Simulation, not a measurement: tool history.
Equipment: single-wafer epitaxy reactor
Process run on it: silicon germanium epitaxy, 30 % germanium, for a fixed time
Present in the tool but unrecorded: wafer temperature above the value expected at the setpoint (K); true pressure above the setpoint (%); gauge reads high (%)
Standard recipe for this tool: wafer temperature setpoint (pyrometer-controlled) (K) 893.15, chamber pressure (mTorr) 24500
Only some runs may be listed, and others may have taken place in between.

| run | hour | wafer temperature setpoint (pyrometer-controlled) (K) | chamber pressure (mTorr) | wafers since the last listed run | hours since the last pyrometer calibration | hours since the last manometer calibration | hours since the showerhead was replaced | hours since the gauge calibration | read-back reference wafer on the same gauge, thickness_nm | mean film thickness on the monitor wafer (Å) |
|---|---|---|---|---|---|---|---|---|---|---|
| 1 | 0 | 893.15 | 24500 | 0 | 1218.4 | 840.4 | 2693.6 | 197.9 | 102.757 | 877.6 |
| 2 | 17.3 | 893.15 | 24500 | 307 | 1235.7 | 857.7 | 2710.9 | 215.2 | 102.67 | 878.73 |
| 3 | 47.1 | 893.15 | 24500 | 529 | 1265.5 | 887.5 | 2740.7 | 245 | 102.625 | 875.07 |
| 4 | 67.3 | 882.15 | 24500 | 359 | 1285.7 | 907.7 | 2760.9 | 265.2 | 102.792 | 720.59 |
| 5 | 96.5 | 882.15 | 24500 | 519 | 1314.9 | 936.9 | 2790.1 | 294.4 | 102.637 | 722.76 |
| 6 | 131.5 | 882.15 | 24500 | 622 | 1349.9 | 971.9 | 2825.1 | 329.4 | 102.697 | 720.06 |
|  | 156 | gauge calibrated |
|  | 189 | showerhead replaced |
| 7 | 204.8 | 886.15 | 24500 | 1161 | 1423.2 | 1045.2 | 15.8 | 48.8 | 102.778 | 771.07 |
| 8 | 234 | 886.15 | 24500 | 519 | 1452.4 | 1074.4 | 45 | 78 | 102.611 | 768.52 |
| 9 | 269.1 | 886.15 | 24500 | 624 | 1487.5 | 1109.5 | 80.1 | 113.1 | 102.675 | 766.77 |
| 10 | 283.2 | 893.15 | 24500 | 250 | 1501.6 | 1123.6 | 94.2 | 127.2 | 102.774 | 864 |
| 11 | 315.3 | 881.15 | 22000 | 570 | 1533.7 | 1155.7 | 126.3 | 159.3 | 102.634 | 666.79 |
| 12 | 330.5 | 906.15 | 19200 | 270 | 1548.9 | 1170.9 | 141.5 | 174.5 | 102.671 | 965.18 |
| 13 | 360.4 | 893.15 | 24500 | 531 | 1578.8 | 1200.8 | 171.4 | 204.4 | 102.634 | 866.87 |
| 14 | 394.3 | 886.15 | 19000 | 602 | 1612.7 | 1234.7 | 205.3 | 238.3 | 102.761 | 680.14 |
| 15 | 422.1 | 893.15 | 28300 | 494 | 1640.5 | 1262.5 | 233.1 | 266.1 | 102.715 | 921.32 |
|  | 433 | capacitance manometer re-zeroed and calibrated |
| 16 | 441.8 | 893.15 | 24500 | 208 | 1660.2 | 8.8 | 252.8 | 285.8 | 102.764 | 886.8 |
|  | 454.3 | gauge calibrated |
|  | 464.9 | pyrometer calibrated |
| 17 | 521.1 | 893.15 | 24500 | 1267 | 56.2 | 88.1 | 332.1 | 66.8 | 102.689 | 916.05 |
| 18 | 581.7 | 885.15 | 18700 | 1077 | 116.8 | 148.7 | 392.7 | 127.4 | 102.598 | 694.61 |
| 19 | 596.5 | 893.15 | 24500 | 263 | 131.6 | 163.5 | 407.5 | 142.2 | 102.643 | 909.76 |

Run 20, settings as shown, results not yet in. Your forecast:
| 20 | 617.7 | 878.15 | 28600 | 376 | 152.8 | 184.7 | 428.7 | 163.4 | ? | ? |

Run 20 produced read-back reference wafer on the same gauge, thickness_nm 102.55, mean film thickness on the monitor wafer (Å) 747.34.
Minus the tool's unlogged condition, the same run would have read mean film thickness on the monitor wafer (Å) 753.29.
